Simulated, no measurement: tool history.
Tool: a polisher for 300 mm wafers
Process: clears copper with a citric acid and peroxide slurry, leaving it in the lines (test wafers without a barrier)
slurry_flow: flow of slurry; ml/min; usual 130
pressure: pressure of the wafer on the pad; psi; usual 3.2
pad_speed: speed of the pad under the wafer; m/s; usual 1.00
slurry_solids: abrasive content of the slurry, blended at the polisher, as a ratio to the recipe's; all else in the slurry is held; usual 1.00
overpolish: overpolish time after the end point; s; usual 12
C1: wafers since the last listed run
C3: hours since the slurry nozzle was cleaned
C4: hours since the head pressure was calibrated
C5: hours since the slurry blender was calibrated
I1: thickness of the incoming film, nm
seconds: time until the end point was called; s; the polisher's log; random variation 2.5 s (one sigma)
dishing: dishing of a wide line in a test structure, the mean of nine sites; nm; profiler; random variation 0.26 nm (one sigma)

{"run": 1, "hour": 0.0, "slurry_flow": 130, "pressure": 4.0, "pad_speed": 1.0, "slurry_solids": 1.0, "overpolish": 12, "C1": 0, "wafers polished on this pad": 1046, "C3": 516.2, "C4": 606.2, "C5": 46.8, "I1": 331.5, "seconds": 138.9, "dishing": 19.8}
{"hour": 21.9, "done": "worn pad replaced by a new one"}
{"hour": 34.2, "done": "head pressure recalibrated"}
{"run": 2, "hour": 45.7, "slurry_flow": 130, "pressure": 4.0, "pad_speed": 1.0, "slurry_solids": 1.0, "overpolish": 12, "C1": 178, "wafers polished on this pad": 97, "C3": 561.9, "C4": 11.5, "C5": 92.5, "I1": 339.9, "seconds": 112.7, "dishing": 24.5}
{"run": 3, "hour": 60.9, "slurry_flow": 130, "pressure": 3.2, "pad_speed": 1.0, "slurry_solids": 1.0, "overpolish": 12, "C1": 68, "wafers polished on this pad": 166, "C3": 577.1, "C4": 26.7, "C5": 107.7, "I1": 336.3, "seconds": 139.7, "dishing": 19.6}
{"run": 4, "hour": 75.4, "slurry_flow": 130, "pressure": 3.2, "pad_speed": 1.0, "slurry_solids": 1.0, "overpolish": 12, "C1": 65, "wafers polished on this pad": 231, "C3": 591.6, "C4": 41.2, "C5": 122.2, "I1": 334.9, "seconds": 146.6, "dishing": 18.9}
{"run": 5, "hour": 89.0, "slurry_flow": 130, "pressure": 3.2, "pad_speed": 1.0, "slurry_solids": 1.0, "overpolish": 12, "C1": 61, "wafers polished on this pad": 292, "C3": 605.2, "C4": 54.8, "C5": 135.8, "I1": 333.3, "seconds": 142.6, "dishing": 18.9}
{"run": 6, "hour": 100.2, "slurry_flow": 130, "pressure": 3.2, "pad_speed": 1.0, "slurry_solids": 1.0, "overpolish": 12, "C1": 50, "wafers polished on this pad": 342, "C3": 616.4, "C4": 66.0, "C5": 147.0, "I1": 338.8, "seconds": 147.1, "dishing": 18.9}
{"run": 7, "hour": 110.1, "slurry_flow": 130, "pressure": 3.2, "pad_speed": 1.0, "slurry_solids": 1.0, "overpolish": 12, "C1": 44, "wafers polished on this pad": 387, "C3": 626.3, "C4": 75.9, "C5": 156.9, "I1": 334.1, "seconds": 148.6, "dishing": 18.8}
{"run": 8, "hour": 125.9, "slurry_flow": 130, "pressure": 3.2, "pad_speed": 1.0, "slurry_solids": 1.0, "overpolish": 12, "C1": 71, "wafers polished on this pad": 458, "C3": 642.1, "C4": 91.7, "C5": 172.7, "I1": 334.4, "seconds": 146.3, "dishing": 18.8}
{"run": 9, "hour": 138.0, "slurry_flow": 110, "pressure": 2.9, "pad_speed": 1.0, "slurry_solids": 0.85, "overpolish": 6, "C1": 54, "wafers polished on this pad": 512, "C3": 654.2, "C4": 103.8, "C5": 184.8, "I1": 334.8, "seconds": 180.5, "dishing": 8.2}
{"run": 10, "hour": 148.7, "slurry_flow": 130, "pressure": 3.2, "pad_speed": 1.0, "slurry_solids": 1.0, "overpolish": 12, "C1": 48, "wafers polished on this pad": 560, "C3": 664.9, "C4": 114.5, "C5": 195.5, "I1": 335.0, "seconds": 155.8, "dishing": 18.7}
{"hour": 153.7, "done": "slurry blender recalibrated"}
{"run": 11, "hour": 185.0, "slurry_flow": 165, "pressure": 3.2, "pad_speed": 1.1, "slurry_solids": 1.0, "overpolish": 12, "C1": 154, "wafers polished on this pad": 714, "C3": 701.2, "C4": 150.8, "C5": 31.3, "I1": 339.4, "seconds": 140.2, "dishing": 20.1}
{"run": 12, "hour": 196.2, "slurry_flow": 100, "pressure": 3.2, "pad_speed": 0.7, "slurry_solids": 1.0, "overpolish": 9, "C1": 50, "wafers polished on this pad": 765, "C3": 712.4, "C4": 162.0, "C5": 42.5, "I1": 337.7, "seconds": 209.6, "dishing": 10.6}
{"run": 13, "hour": 205.0, "slurry_flow": 95, "pressure": 2.6, "pad_speed": 1.1, "slurry_solids": 1.0, "overpolish": 17, "C1": 39, "wafers polished on this pad": 804, "C3": 721.2, "C4": 170.8, "C5": 51.3, "I1": 332.3, "seconds": 189.3, "dishing": 20.3}
{"run": 14, "hour": 219.6, "slurry_flow": 110, "pressure": 2.9, "pad_speed": 1.0, "slurry_solids": 0.85, "overpolish": 6, "C1": 65, "wafers polished on this pad": 870, "C3": 735.8, "C4": 185.4, "C5": 65.9, "I1": 339.1, "seconds": 184.9, "dishing": 7.9}
{"hour": 226.9, "done": "slurry nozzle cleaned"}
{"run": 15, "hour": 235.9, "slurry_flow": 130, "pressure": 3.2, "pad_speed": 1.0, "slurry_solids": 1.0, "overpolish": 12, "C1": 68, "wafers polished on this pad": 939, "C3": 9.0, "C4": 201.7, "C5": 82.2, "I1": 330.8, "seconds": 158.7, "dishing": 17.9}
{"hour": 241.9, "done": "worn pad replaced by a new one"}
{"run": 16, "hour": 242.2, "slurry_flow": 130, "pressure": 3.2, "pad_speed": 1.0, "slurry_solids": 1.0, "overpolish": 12, "C1": 10, "wafers polished on this pad": 1, "C3": 15.3, "C4": 208.0, "C5": 88.5, "I1": 336.5, "seconds": 139.4, "dishing": 19.6}
{"run": 17, "hour": 285.7, "slurry_flow": 130, "pressure": 3.2, "pad_speed": 1.0, "slurry_solids": 1.0, "overpolish": 14, "C1": 195, "wafers polished on this pad": 196, "C3": 58.8, "C4": 251.5, "C5": 132.0, "I1": 329.4, "seconds": 149.5, "dishing": 21.4}
{"run": 18, "hour": 293.6, "slurry_flow": 130, "pressure": 2.2, "pad_speed": 0.78, "slurry_solids": 1.15, "overpolish": 18, "C1": 35, "wafers polished on this pad": 232, "C3": 66.7, "C4": 259.4, "C5": 139.9, "I1": 336.5, "seconds": 246.4, "dishing": 17.0}
{"run": 19, "hour": 309.3, "slurry_flow": 130, "pressure": 2.1, "pad_speed": 1.0, "slurry_solids": 1.0, "overpolish": 16, "C1": 70, "wafers polished on this pad": 303, "C3": 82.4, "C4": 275.1, "C5": 155.6, "I1": 337.1, "seconds": 230.4, "dishing": 16.3}
{"run": 20, "hour": 318.2, "slurry_flow": 130, "pressure": 2.5, "pad_speed": 1.0, "slurry_solids": 1.0, "overpolish": 12, "C1": 40, "wafers polished on this pad": 343, "C3": 91.3, "C4": 284.0, "C5": 164.5, "I1": 334.0, "seconds": 190.8, "dishing": 14.5}
{"run": 21, "hour": 333.9, "slurry_flow": 160, "pressure": 2.3, "pad_speed": 1.0, "slurry_solids": 1.0, "overpolish": 12, "C1": 70, "wafers polished on this pad": 413, "C3": 107.0, "C4": 299.7, "C5": 180.2, "I1": 333.1, "seconds": 204.1, "dishing": 13.8}
{"run": 22, "hour": 342.2, "slurry_flow": 130, "pressure": 3.2, "pad_speed": 1.0, "slurry_solids": 1.0, "overpolish": 12, "C1": 37, "wafers polished on this pad": 450, "C3": 115.3, "C4": 308.0, "C5": 188.5, "I1": 330.2, "seconds": 153.8, "dishing": 17.4}
{"run": 23, "hour": 364.1, "slurry_flow": 130, "pressure": 3.9, "pad_speed": 0.88, "slurry_solids": 0.8, "overpolish": 12, "C1": 98, "wafers polished on this pad": 549, "C3": 137.2, "C4": 329.9, "C5": 210.4, "I1": 337.0, "seconds": 152.9, "dishing": 18.3}
{"run": 24, "hour": 380.7, "slurry_flow": 130, "pressure": 3.9, "pad_speed": 0.88, "slurry_solids": 0.8, "overpolish": 12, "C1": 74, "wafers polished on this pad": 623, "C3": 153.8, "C4": 346.5, "C5": 227.0, "I1": 336.8, "seconds": 151.1, "dishing": 18.0}
{"hour": 388.9, "done": "slurry blender recalibrated"}
{"run": 25, "hour": 389.4, "slurry_flow": 160, "pressure": 2.7, "pad_speed": 1.0, "slurry_solids": 1.0, "overpolish": 12, "C1": 30, "wafers polished on this pad": 654, "C3": 162.5, "C4": 355.2, "C5": 0.5, "I1": 336.7, "seconds": 179.0, "dishing": 15.3}
{"run": 26, "hour": 397.1, "slurry_flow": 110, "pressure": 3.2, "pad_speed": 0.78, "slurry_solids": 1.15, "overpolish": 12, "C1": 34, "wafers polished on this pad": 688, "C3": 170.2, "C4": 362.9, "C5": 8.2, "I1": 331.8, "seconds": 186.9, "dishing": 14.8}
{"run": 27, "hour": 404.2, "slurry_flow": 130, "pressure": 3.2, "pad_speed": 1.0, "slurry_solids": 1.0, "overpolish": 12, "C1": 31, "wafers polished on this pad": 720, "C3": 177.3, "C4": 370.0, "C5": 15.3, "I1": 332.9, "seconds": 160.6, "dishing": 16.9}
{"run": 28, "hour": 415.9, "slurry_flow": 95, "pressure": 2.2, "pad_speed": 1.0, "slurry_solids": 1.0, "overpolish": 16, "C1": 52, "wafers polished on this pad": 773, "C3": 189.0, "C4": 381.7, "C5": 27.0, "I1": 331.9, "seconds": 257.5, "dishing": 14.9}
{"run": 29, "hour": 422.8, "slurry_flow": 130, "pressure": 3.2, "pad_speed": 1.2, "slurry_solids": 1.0, "overpolish": 10, "C1": 31, "wafers polished on this pad": 804, "C3": 195.9, "C4": 388.6, "C5": 33.9, "I1": 330.6, "seconds": 141.2, "dishing": 16.1}

Hidden state or all else? Some run-to-run changes of seconds, split into what the settings, what came in and random variation would give without the hidden state, and what is left for the hidden state (with any gauge scatter that isn't in both results):
The hidden state here: removal rate lost through wear of the pad, %; slurry flow missing at the pad, %; deviation of the head's pressure from its setpoint, %; abrasive missing from the slurry, %.
Run 1 -> 2: worn pad replaced by a new one, head pressure recalibrated. seconds -26.2 s: hidden state -27.4, all else +1.2.
Run 17 -> 18: pressure 3.2 -> 2.2, pad_speed 1.00 -> 0.78, slurry_solids 1.00 -> 1.15, overpolish 14 -> 18. seconds +96.9 s: hidden state +12.5, all else +84.4.
Run 28 -> 29: slurry_flow 95 -> 130, pressure 2.2 -> 3.2, pad_speed 1.00 -> 1.20, overpolish 16 -> 10. seconds -116.3 s: hidden state -21.3, all else -95.0.

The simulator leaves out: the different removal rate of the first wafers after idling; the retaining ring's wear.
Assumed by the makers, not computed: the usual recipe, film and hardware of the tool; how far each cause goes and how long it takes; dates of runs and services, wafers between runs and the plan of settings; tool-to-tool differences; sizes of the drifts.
